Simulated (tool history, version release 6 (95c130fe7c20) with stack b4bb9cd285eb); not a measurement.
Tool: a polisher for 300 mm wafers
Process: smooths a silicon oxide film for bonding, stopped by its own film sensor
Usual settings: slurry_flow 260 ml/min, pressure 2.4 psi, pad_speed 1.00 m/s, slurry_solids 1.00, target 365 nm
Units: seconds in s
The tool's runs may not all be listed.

run	hour	slurry_flow	pressure	pad_speed	slurry_solids	target	wafers since the last listed run	wafers polished on this pad	hours since the slurry nozzle was cleaned	hours since the head pressure was calibrated	hours since the slurry blender was calibrated	incoming thickness of the incoming film, nm	seconds
1	0.0	260	2.9	1.00	1.00	365	0	1847	270.3	551.7	217.1	434.9	78.1
2	37.3	260	2.4	1.00	1.00	365	369	2217	307.6	589.0	254.4	429.6	89.2
3	99.7	260	2.4	1.00	1.00	365	618	2835	370.0	651.4	316.8	426.8	88.0
# hour 106.4: worn pad replaced by a new one
# hour 107.4: slurry blender recalibrated
4	169.0	260	2.4	1.00	1.00	365	636	610	439.3	720.7	61.6	421.9	94.9
5	220.7	260	2.4	1.00	1.00	365	512	1122	491.0	772.4	113.3	434.7	119.3
6	257.1	260	2.4	1.00	1.00	365	360	1482	527.4	808.8	149.7	430.7	115.1
7	298.7	260	2.4	1.00	1.00	365	412	1894	569.0	850.4	191.3	428.4	117.6
# hour 328.8: slurry blender recalibrated, repeated, since the last time left the tool worse
8	365.6	260	2.4	1.00	1.00	365	642	2537	635.9	917.3	36.8	429.0	81.1
9	421.2	260	2.4	1.00	1.00	365	550	3088	691.5	972.9	92.4	426.4	80.9
# hour 459.7: worn pad replaced by a new one
10	488.0	260	2.4	1.00	1.00	365	622	280	758.3	1039.7	159.2	430.0	86.7
11	520.4	260	2.1	1.00	1.00	381	320	601	790.7	1072.1	191.6	429.5	74.8
# hour 573.7: slurry nozzle cleaned
12	586.7	260	2.1	1.00	1.00	381	646	1248	13.0	1138.4	257.9	430.4	77.1
# hour 613.9: slurry blender recalibrated
13	647.9	260	2.1	1.00	1.00	381	586	1834	74.2	1199.6	34.0	423.9	63.5
14	710.9	260	2.4	0.70	1.00	365	624	2458	137.2	1262.6	97.0	428.2	101.1
15	761.9	260	2.8	1.00	1.00	365	505	2963	188.2	1313.6	148.0	437.0	79.9
# hour 770.3: worn pad replaced by a new one
16	805.3	260	2.4	1.00	1.00	365	390	346	231.6	1357.0	191.4	424.5	78.7
17	859.6	260	2.4	1.00	0.90	365	537	884	285.9	1411.3	245.7	425.6	89.6
# hour 885.9: head pressure recalibrated
18	916.4	215	2.4	0.90	1.25	355	542	1427	342.7	30.5	302.5	422.4	89.8
# hour 920.4: slurry blender recalibrated
19	969.2	260	2.1	1.00	1.20	365	503	1930	395.5	83.3	48.8	427.1	80.4
20	1023.3	260	2.4	1.00	0.75	372	535	2466	449.6	137.4	102.9	428.6	91.8
21	1053.0	260	2.9	1.00	1.20	365	294	2760	479.3	167.1	132.6	428.7	62.0
# hour 1067.4: worn pad replaced by a new one
22	1123.4	260	2.4	0.82	1.00	365	657	554	549.7	237.5	203.0	433.4	105.0
23	1168.0	260	2.4	0.68	0.85	365	441	996	594.3	282.1	247.6	426.0	118.4

Forecast run 24:
24	1196.1	260	2.4	1.00	0.80	349	278	1275	622.4	310.2	275.7	428.1	?

Run 24 gave seconds 128.9 s.
Without the tool's hidden state the same run would have given seconds 115.3 s.

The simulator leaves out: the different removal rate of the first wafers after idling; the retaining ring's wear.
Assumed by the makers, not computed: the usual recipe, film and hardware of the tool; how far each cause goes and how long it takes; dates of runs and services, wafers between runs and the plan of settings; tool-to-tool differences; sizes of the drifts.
